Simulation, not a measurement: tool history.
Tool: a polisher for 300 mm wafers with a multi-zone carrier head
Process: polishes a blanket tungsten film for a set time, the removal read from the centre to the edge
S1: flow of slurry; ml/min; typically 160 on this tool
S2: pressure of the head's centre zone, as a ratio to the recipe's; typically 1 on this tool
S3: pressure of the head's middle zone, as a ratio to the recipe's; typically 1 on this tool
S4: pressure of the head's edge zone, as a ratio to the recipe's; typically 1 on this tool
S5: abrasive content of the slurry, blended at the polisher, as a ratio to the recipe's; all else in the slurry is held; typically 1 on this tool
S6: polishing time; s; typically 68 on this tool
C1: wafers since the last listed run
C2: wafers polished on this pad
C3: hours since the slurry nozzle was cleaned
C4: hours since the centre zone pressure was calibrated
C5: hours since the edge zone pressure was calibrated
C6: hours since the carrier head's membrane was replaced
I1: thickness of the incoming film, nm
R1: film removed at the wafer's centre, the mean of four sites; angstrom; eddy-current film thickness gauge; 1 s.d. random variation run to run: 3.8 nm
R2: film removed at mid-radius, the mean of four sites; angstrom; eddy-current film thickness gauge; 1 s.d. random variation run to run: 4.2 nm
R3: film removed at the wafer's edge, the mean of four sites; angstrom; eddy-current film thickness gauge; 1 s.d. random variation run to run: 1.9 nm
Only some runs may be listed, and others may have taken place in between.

{"run": 1, "day": 0.0, "S1": 135, "S2": 0.91, "S3": 1, "S4": 1, "S5": 1, "S6": 68, "C1": 0, "C2": 1025, "C3": 88.2, "C4": 211.7, "C5": 344.5, "C6": 812.8, "I1": 1260.9, "R1": 2925, "R2": 3021, "R3": 3021}
{"run": 2, "day": 1.025, "S1": 135, "S2": 0.91, "S3": 1, "S4": 1, "S5": 1, "S6": 68, "C1": 233, "C2": 1258, "C3": 112.8, "C4": 236.3, "C5": 369.1, "C6": 837.4, "I1": 1272.1, "R1": 2879, "R2": 3008, "R3": 3023}
{"day": 2.638, "done": "worn pad replaced by a new one"}
{"run": 3, "day": 3.875, "S1": 160, "S2": 1, "S3": 1, "S4": 1, "S5": 1, "S6": 68, "C1": 609, "C2": 281, "C3": 181.2, "C4": 304.7, "C5": 437.5, "C6": 905.8, "I1": 1256, "R1": 3118, "R2": 3050, "R3": 3068}
{"run": 4, "day": 6.633, "S1": 160, "S2": 1, "S3": 1, "S4": 1, "S5": 1, "S6": 68, "C1": 627, "C2": 908, "C3": 247.4, "C4": 370.9, "C5": 503.7, "C6": 972, "I1": 1264.2, "R1": 3046, "R2": 3031, "R3": 3026}
{"run": 5, "day": 9.4, "S1": 160, "S2": 1, "S3": 1, "S4": 1, "S5": 1, "S6": 68, "C1": 628, "C2": 1537, "C3": 313.8, "C4": 437.3, "C5": 570.1, "C6": 1038.4, "I1": 1247, "R1": 3049, "R2": 2992, "R3": 3015}
{"day": 9.762, "done": "worn pad replaced by a new one"}
{"run": 6, "day": 10.604, "S1": 130, "S2": 1, "S3": 1.08, "S4": 1, "S5": 1, "S6": 68, "C1": 235, "C2": 191, "C3": 342.7, "C4": 466.2, "C5": 599, "C6": 1067.3, "I1": 1246.3, "R1": 2923, "R2": 3028, "R3": 2892}
{"day": 11.058, "done": "slurry nozzle cleaned"}
{"run": 7, "day": 13.496, "S1": 130, "S2": 1, "S3": 1.08, "S4": 1, "S5": 1, "S6": 68, "C1": 647, "C2": 839, "C3": 58.5, "C4": 535.6, "C5": 668.4, "C6": 1136.7, "I1": 1277.7, "R1": 3069, "R2": 3150, "R3": 3019}
{"day": 14.708, "done": "edge zone pressure recalibrated"}
{"run": 8, "day": 14.775, "S1": 160, "S2": 1, "S3": 0.93, "S4": 1, "S5": 0.95, "S6": 68, "C1": 271, "C2": 1110, "C3": 89.2, "C4": 566.3, "C5": 1.6, "C6": 1167.4, "I1": 1267.4, "R1": 3076, "R2": 2847, "R3": 3043}
{"day": 15.092, "done": "centre zone pressure recalibrated"}
{"run": 9, "day": 16.708, "S1": 160, "S2": 1, "S3": 0.93, "S4": 1, "S5": 0.95, "S6": 68, "C1": 420, "C2": 1531, "C3": 135.6, "C4": 38.8, "C5": 48, "C6": 1213.8, "I1": 1241.5, "R1": 3103, "R2": 2857, "R3": 3008}
{"day": 17.0, "done": "worn pad replaced by a new one"}
{"run": 10, "day": 18.862, "S1": 190, "S2": 1, "S3": 1, "S4": 1, "S5": 1, "S6": 68, "C1": 451, "C2": 423, "C3": 187.3, "C4": 90.5, "C5": 99.7, "C6": 1265.5, "I1": 1259.2, "R1": 3087, "R2": 3237, "R3": 3100}
{"run": 11, "day": 21.729, "S1": 160, "S2": 1, "S3": 1, "S4": 1, "S5": 1, "S6": 68, "C1": 651, "C2": 1074, "C3": 256.1, "C4": 159.3, "C5": 168.5, "C6": 1334.3, "I1": 1244.5, "R1": 3041, "R2": 3103, "R3": 3033}
{"run": 12, "day": 22.933, "S1": 160, "S2": 1, "S3": 0.94, "S4": 1, "S5": 1, "S6": 68, "C1": 273, "C2": 1348, "C3": 285, "C4": 188.2, "C5": 197.4, "C6": 1363.2, "I1": 1280.1, "R1": 3031, "R2": 2873, "R3": 3010}
{"day": 25.188, "done": "worn pad replaced by a new one"}
{"run": 13, "day": 25.325, "S1": 190, "S2": 1, "S3": 1, "S4": 1, "S5": 1.2, "S6": 68, "C1": 505, "C2": 31, "C3": 342.4, "C4": 245.6, "C5": 254.8, "C6": 1420.6, "I1": 1251.4, "R1": 3363, "R2": 3239, "R3": 3184}

Expected results for the next run?
{"day": 27.604, "done": "carrier head's membrane replaced by a new one"}
{"run": 14, "day": 27.625, "S1": 160, "S2": 1, "S3": 1, "S4": 1, "S5": 1, "S6": 52, "C1": 475, "C2": 506, "C3": 397.6, "C4": 300.8, "C5": 310, "C6": 0.5, "I1": 1250, "R1": "?", "R2": "?", "R3": "?"}

{"run 14": {"R1": 2241, "R2": 2252, "R3": 2259}}
If the tool had no hidden condition, the same run with the same run-to-run variation would have returned R1 2391 angstrom, R2 2384 angstrom, R3 2352 angstrom.
